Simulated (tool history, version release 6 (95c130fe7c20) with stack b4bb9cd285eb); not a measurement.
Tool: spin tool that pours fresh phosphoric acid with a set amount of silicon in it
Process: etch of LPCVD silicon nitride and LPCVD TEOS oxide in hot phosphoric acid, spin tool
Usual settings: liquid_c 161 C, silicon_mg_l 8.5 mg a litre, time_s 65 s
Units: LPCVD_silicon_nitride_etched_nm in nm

| run | hour | liquid_c | silicon_mg_l | time_s | read-back film thickness of the LPCVD silicon nitride reference wafer, read on the same gauge (nm) | LPCVD_silicon_nitride_etched_nm |
|---|---|---|---|---|---|---|
| 1 | 0 | 161 | 8.5 | 65 | 100 | 5.28 |
| 2 | 22.9 | 161 | 8.5 | 65 | 100 | 5.25 |
| 3 | 55.9 | 161 | 8.5 | 65 | 100 | 5.23 |
| 4 | 68.7 | 161 | 8.5 | 65 | 99.97 | 5.23 |
| 5 | 93.4 | 161 | 8.5 | 65 | 100 | 5.17 |
|  | 111 | thermometer replaced |
| 6 | 117.5 | 161 | 8.5 | 95 | 100.01 | 7.62 |
|  | 120.4 | gauge calibrated |
| 7 | 130.1 | 161 | 8.5 | 95 | 100 | 7.58 |
|  | 136 | heated supply line repaired |
| 8 | 145.9 | 161 | 11 | 65 | 99.99 | 6.02 |
| 9 | 167.4 | 163.5 | 4.5 | 50 | 100 | 4.96 |
| 10 | 195.1 | 162 | 6.5 | 85 | 100.02 | 8.07 |
|  | 206.5 | dissolved silicon flow meter replaced |
| 11 | 208.1 | 159.5 | 8.5 | 65 | 99.98 | 5.67 |
| 12 | 236.8 | 161 | 8.5 | 65 | 99.98 | 5.99 |
| 13 | 249 | 158.5 | 8.5 | 80 | 100.02 | 6.66 |
| 14 | 270.6 | 161 | 8.5 | 65 | 100.03 | 5.91 |

Measured less the same run without the tool's hidden state. The same run-to-run variation is in both; the gauge's scatter may not be:
The hidden state here: liquid colder than its thermometer reads (K); dissolved silicon flow above the setpoint (%); temperature lost on the way to the wafer (K); gauge reads high (%).
| run | LPCVD_silicon_nitride_etched_nm |
|---|---|
| 1 | -0.8 |
| 2 | -0.8 |
| 3 | -0.82 |
| 4 | -0.84 |
| 5 | -0.84 |
| 6 | -1.27 |
| 7 | -1.26 |
| 8 | -0.07 |
| 9 | -0.07 |
| 10 | -0.13 |
| 11 | -0.1 |
| 12 | -0.13 |
| 13 | -0.16 |
| 14 | -0.15 |

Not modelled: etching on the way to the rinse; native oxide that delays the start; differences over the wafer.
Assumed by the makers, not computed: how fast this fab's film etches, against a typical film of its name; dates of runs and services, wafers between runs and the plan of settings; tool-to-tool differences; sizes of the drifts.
